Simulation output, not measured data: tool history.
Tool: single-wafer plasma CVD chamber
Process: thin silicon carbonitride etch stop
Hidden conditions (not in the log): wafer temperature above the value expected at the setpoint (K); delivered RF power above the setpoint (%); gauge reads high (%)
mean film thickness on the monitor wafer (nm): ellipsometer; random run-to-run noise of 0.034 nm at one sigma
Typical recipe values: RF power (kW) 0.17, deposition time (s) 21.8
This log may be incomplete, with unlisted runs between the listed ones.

run    hour  RF power (kW)  deposition time (s)  wafers since the last listed run  hours since the last thermocouple change  hours since the last RF generator calibration  hours since the showerhead was replaced  hours since the gauge calibration  read-back reference wafer on the same gauge, thickness_nm  mean film thickness on the monitor wafer (nm)
  1       0           0.17                 21.8                                 0                                    1015.3                                          190.7                                   4759.6                             1725.2                                                     11.996                                         12.357
        8.2  -- thermocouple changed; heater temperature recalibrated
  2    44.4           0.17                 21.8                              1032                                      36.2                                          235.1                                     4804                             1769.6                                                     11.994                                         12.348
  3   102.2           0.17                 21.8                              1639                                        94                                          292.9                                   4861.8                             1827.4                                                     12.002                                         12.283
  4   202.5           0.17                 21.8                              2844                                     194.3                                          393.2                                   4962.1                             1927.7                                                     12.006                                         12.343
  5   300.1           0.17                 21.8                              2768                                     291.9                                          490.8                                   5059.7                             2025.3                                                         12                                          12.23
  6   453.1           0.17                 21.8                              4339                                     444.9                                          643.8                                   5212.7                             2178.3                                                     11.998                                         12.136
  7   500.3           0.17                 21.8                              1338                                     492.1                                            691                                   5259.9                             2225.5                                                     11.997                                         12.139
      545.4  -- RF generator calibrated
  8   558.9           0.17                 21.8                              1435                                     550.7                                           13.5                                   5318.5                             2284.1                                                     12.007                                         12.397
  9   612.7           0.18                 21.8                              1525                                     604.5                                           67.3                                   5372.3                             2337.9                                                     11.998                                         12.697
 10     656           0.15                 21.8                              1228                                     647.8                                          110.6                                   5415.6                             2381.2                                                     11.999                                         11.947
        693  -- showerhead replaced
 11   726.8           0.17                 21.8                              1781                                     718.6                                          181.4                                     33.8                               2452                                                     11.995                                         12.388
 12   815.5           0.17                 21.8                              2515                                     807.3                                          270.1                                    122.5                             2540.7                                                     11.992                                         12.337
 13   898.7          0.155                 19.9                              2359                                     890.5                                          353.3                                    205.7                             2623.9                                                     12.003                                         10.877
 14  1003.7           0.16                 17.8                              2978                                     995.5                                          458.3                                    310.7                             2728.9                                                     12.009                                          9.778
     1057.6  -- gauge calibrated
 15  1087.9            0.2                 24.8                              2388                                    1079.7                                          542.5                                    394.9                               30.3                                                     11.998                                         14.631
 16  1153.5           0.17                 21.8                              1860                                    1145.3                                          608.1                                    460.5                               95.9                                                     11.999                                         12.226
     1192.6  -- thermocouple changed; heater temperature recalibrated
 17  1221.2           0.17                 21.8                              1693                                      28.6                                          675.8                                    528.2                              163.6                                                     11.999                                         12.191
 18  1264.7           0.17                 20.1                              1233                                      72.1                                          719.3                                    571.7                              207.1                                                     12.001                                           11.2
 19  1339.6           0.14                 23.9                              2124                                       147                                          794.2                                    646.6                                282                                                     12.003                                         12.521
       1349  -- RF generator calibrated
 20  1417.7           0.17                 21.8                              1988                                     225.1                                           68.7                                    724.7                              360.1                                                     11.997                                          12.39
 21  1698.7            0.2                 20.4                              7969                                     506.1                                          349.7                                   1005.7                              641.1                                                     11.998                                         12.079
 22  1769.4           0.17                 21.8                              2005                                     576.8                                          420.4                                   1076.4                              711.8                                                         12                                         12.207
 23  2035.4           0.15                 24.5                              7544                                     842.8                                          686.4                                   1342.4                              977.8                                                     11.998                                         13.143
 24  2071.5          0.135                 24.1                              1023                                     878.9                                          722.5                                   1378.5                             1013.9                                                     11.998                                          12.34
     2139.2  -- RF generator calibrated
 25    2164           0.17                 21.8                              2396                                     971.4                                           24.8                                     1471                             1106.4                                                     12.005                                         12.455

Alternative continuations, all from the tool just after run 25; predict every row:
  A  2164.4           0.17                 21.8                                11                                     971.8                                           25.2                                   1471.4                             1106.8                                                          ?                                              ?
  B  2164.4            0.2                 20.5                                11                                     971.8                                           25.2                                   1471.4                             1106.8                                                          ?                                              ?
  C  2164.4          0.195                 19.3                                11                                     971.8                                           25.2                                   1471.4                             1106.8                                                          ?                                              ?
  D  2164.4           0.17                 18.3                                11                                     971.8                                           25.2                                   1471.4                             1106.8                                                          ?                                              ?

run  read-back reference wafer on the same gauge, thickness_nm  mean film thickness on the monitor wafer (nm)
  A                                                     11.996                                         12.412
  B                                                     11.996                                         12.301
  C                                                     11.996                                         11.487
  D                                                     11.996                                         10.419
Take away the tool's hidden state, keep each run's random variation, and the runs would have read:
run  mean film thickness on the monitor wafer (nm)
  A                                         12.434
  B                                         12.323
  C                                         11.508
  D                                         10.438
